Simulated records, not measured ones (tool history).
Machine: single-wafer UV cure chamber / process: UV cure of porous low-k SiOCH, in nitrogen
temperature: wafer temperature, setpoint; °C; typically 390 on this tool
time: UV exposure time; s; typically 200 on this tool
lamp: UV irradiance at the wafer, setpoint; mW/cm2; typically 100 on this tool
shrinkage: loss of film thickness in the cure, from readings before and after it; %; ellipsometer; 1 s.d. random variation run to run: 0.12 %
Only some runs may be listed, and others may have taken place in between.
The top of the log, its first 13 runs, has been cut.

run	day	temperature	time	lamp	shrinkage
14	15.429	390	200	100	9.735
# day 16.125: UV bulbs replaced
15	16.192	383	200	100	9.514
16	18.896	383	200	100	9.732
17	19.508	390	200	100	9.678
18	20.325	390	200	64	7.969
19	20.988	390	155	72	7.286
20	22.175	372	200	129	10.405
21	23.196	390	200	100	9.668
22	23.825	408	200	76	8.979
# day 25.025: quartz window cleaned
23	25.046	390	200	100	9.581
24	25.954	400	200	70	8.528
25	27.2	384	200	100	9.529
26	28.154	390	85	128	7.326
27	29.05	390	260	100	10.969
28	30.55	390	200	79	8.655
29	31.517	390	200	100	9.706
30	32.075	404	200	100	9.686
31	33.483	390	270	116	11.66
32	34.483	390	200	100	9.799

Predict each of these 3 candidate next runs independently; none follows another, all start after run 32:
A	34.504	390	150	100	?
B	34.504	396	160	128	?
C	34.504	404	300	100	?

run	shrinkage
A	8.542
B	9.891
C	11.629
What these runs would have given with no unlogged condition in the tool:
run	shrinkage
A	8.542
B	9.891
C	11.629

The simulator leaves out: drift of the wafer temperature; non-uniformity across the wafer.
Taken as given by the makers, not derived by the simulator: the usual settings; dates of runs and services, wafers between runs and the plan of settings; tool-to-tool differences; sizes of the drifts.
